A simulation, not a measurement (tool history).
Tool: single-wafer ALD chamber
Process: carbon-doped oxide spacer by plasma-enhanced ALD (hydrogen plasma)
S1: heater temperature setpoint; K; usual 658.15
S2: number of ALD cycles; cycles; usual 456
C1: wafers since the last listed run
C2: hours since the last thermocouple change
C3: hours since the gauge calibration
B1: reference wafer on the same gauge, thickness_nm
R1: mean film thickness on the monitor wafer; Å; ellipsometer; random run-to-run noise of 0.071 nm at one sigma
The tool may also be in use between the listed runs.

run 1 hour=0 | S1=663.15 S2=456 | C1=0 C2=889.7 C3=170.6 | B1=24.982 | R1=250.1
run 2 hour=28.6 | S1=658.15 S2=456 | C1=32 C2=918.3 C3=199.2 | B1=24.998 | R1=251.32
run 3 hour=78.6 | S1=665.15 S2=456 | C1=57 C2=968.3 C3=249.2 | B1=25.017 | R1=248.99
run 4 hour=149.9 | S1=665.15 S2=456 | C1=82 C2=1039.6 C3=320.5 | B1=24.99 | R1=250.98
run 5 hour=192.2 | S1=658.15 S2=411 | C1=48 C2=1081.9 C3=362.8 | B1=25.001 | R1=225.31
run 6 hour=237.1 | S1=658.15 S2=411 | C1=51 C2=1126.8 C3=407.7 | B1=25.006 | R1=224.96
run 7 hour=273 | S1=666.15 S2=477 | C1=41 C2=1162.7 C3=443.6 | B1=25 | R1=260.35
run 8 hour=330.4 | S1=658.15 S2=456 | C1=66 C2=1220.1 C3=501 | B1=25.003 | R1=249.33
run 9 hour=401.5 | S1=658.15 S2=456 | C1=81 C2=1291.2 C3=572.1 | B1=25.003 | R1=250.58
run 10 hour=434.3 | S1=665.15 S2=387 | C1=37 C2=1324 C3=604.9 | B1=24.997 | R1=212.52
run 11 hour=467.9 | S1=665.15 S2=387 | C1=38 C2=1357.6 C3=638.5 | B1=24.991 | R1=213.47
run 12 hour=494.4 | S1=665.15 S2=387 | C1=30 C2=1384.1 C3=665 | B1=25.013 | R1=211.9
run 13 hour=547.6 | S1=658.15 S2=456 | C1=61 C2=1437.3 C3=718.2 | B1=25.002 | R1=250.13
run 14 hour=600.3 | S1=658.15 S2=456 | C1=60 C2=1490 C3=770.9 | B1=24.996 | R1=251.1
run 15 hour=642.9 | S1=658.15 S2=456 | C1=49 C2=1532.6 C3=813.5 | B1=25 | R1=251.68
run 16 hour=706.8 | S1=658.15 S2=456 | C1=73 C2=1596.5 C3=877.4 | B1=24.999 | R1=250.04
run 17 hour=774.8 | S1=658.15 S2=456 | C1=78 C2=1664.5 C3=945.4 | B1=25.018 | R1=251.16
run 18 hour=843.9 | S1=658.15 S2=456 | C1=79 C2=1733.6 C3=1014.5 | B1=24.993 | R1=249.93
run 19 hour=939 | S1=658.15 S2=456 | C1=109 C2=1828.7 C3=1109.6 | B1=25.001 | R1=250.34
run 20 hour=972.8 | S1=658.15 S2=456 | C1=38 C2=1862.5 C3=1143.4 | B1=25.001 | R1=249.9
run 21 hour=1015.8 | S1=658.15 S2=506 | C1=49 C2=1905.5 C3=1186.4 | B1=25.006 | R1=278.31
run 22 hour=1071.6 | S1=644.15 S2=507 | C1=64 C2=1961.3 C3=1242.2 | B1=25.008 | R1=279.53
run 23 hour=1127.9 | S1=647.15 S2=396 | C1=64 C2=2017.6 C3=1298.5 | B1=25.004 | R1=216.48
run 24 hour=1158.3 | S1=658.15 S2=382 | C1=35 C2=2048 C3=1328.9 | B1=25.003 | R1=210.47
run 25 hour=1216.8 | S1=650.15 S2=484 | C1=67 C2=2106.5 C3=1387.4 | B1=25.007 | R1=266.11
run 26 hour=1268.3 | S1=665.15 S2=518 | C1=59 C2=2158 C3=1438.9 | B1=25.004 | R1=284.9
run 27 hour=1320.7 | S1=663.15 S2=376 | C1=60 C2=2210.4 C3=1491.3 | B1=25.005 | R1=206.14
run 28 hour=1378.4 | S1=658.15 S2=519 | C1=66 C2=2268.1 C3=1549 | B1=24.989 | R1=285.91
run 29 hour=1421.6 | S1=650.15 S2=456 | C1=49 C2=2311.3 C3=1592.2 | B1=24.999 | R1=249.74
-- hour=1471.2 thermocouple changed; heater temperature recalibrated
-- hour=1476.5 gauge calibrated
run 30 hour=1546.2 | S1=668.15 S2=413 | C1=134 C2=75 C3=69.7 | B1=25.002 | R1=226.08
run 31 hour=1604.1 | S1=658.15 S2=456 | C1=66 C2=132.9 C3=127.6 | B1=25.006 | R1=249.86
run 32 hour=1642.4 | S1=658.15 S2=500 | C1=44 C2=171.2 C3=165.9 | B1=25 | R1=276.59
run 33 hour=1698.9 | S1=658.15 S2=411 | C1=65 C2=227.7 C3=222.4 | B1=25 | R1=225.8
run 34 hour=1762.6 | S1=644.15 S2=524 | C1=73 C2=291.4 C3=286.1 | B1=25.008 | R1=287.53
run 35 hour=1786.7 | S1=658.15 S2=408 | C1=27 C2=315.5 C3=310.2 | B1=24.999 | R1=224.89
run 36 hour=1813.9 | S1=663.15 S2=456 | C1=31 C2=342.7 C3=337.4 | B1=25.002 | R1=251.12
run 37 hour=1847 | S1=658.15 S2=456 | C1=38 C2=375.8 C3=370.5 | B1=25.012 | R1=250.36
run 38 hour=1910.7 | S1=665.15 S2=427 | C1=73 C2=439.5 C3=434.2 | B1=25.005 | R1=234.4
run 39 hour=1955.9 | S1=658.15 S2=407 | C1=52 C2=484.7 C3=479.4 | B1=24.997 | R1=223.77
run 40 hour=1989.2 | S1=666.15 S2=456 | C1=38 C2=518 C3=512.7 | B1=25.001 | R1=249.97
run 41 hour=2032.1 | S1=666.15 S2=496 | C1=49 C2=560.9 C3=555.6 | B1=24.992 | R1=272.2
run 42 hour=2083 | S1=669.15 S2=534 | C1=58 C2=611.8 C3=606.5 | B1=24.996 | R1=293

Hidden state at the last listed run before each entry between runs and at the first one after, where it differs:
After run 29, before run 30: thermocouple changed; heater temperature recalibrated (hour 1471.2); gauge calibrated (hour 1476.5)
  no difference in the tool's unlogged condition between these two runs
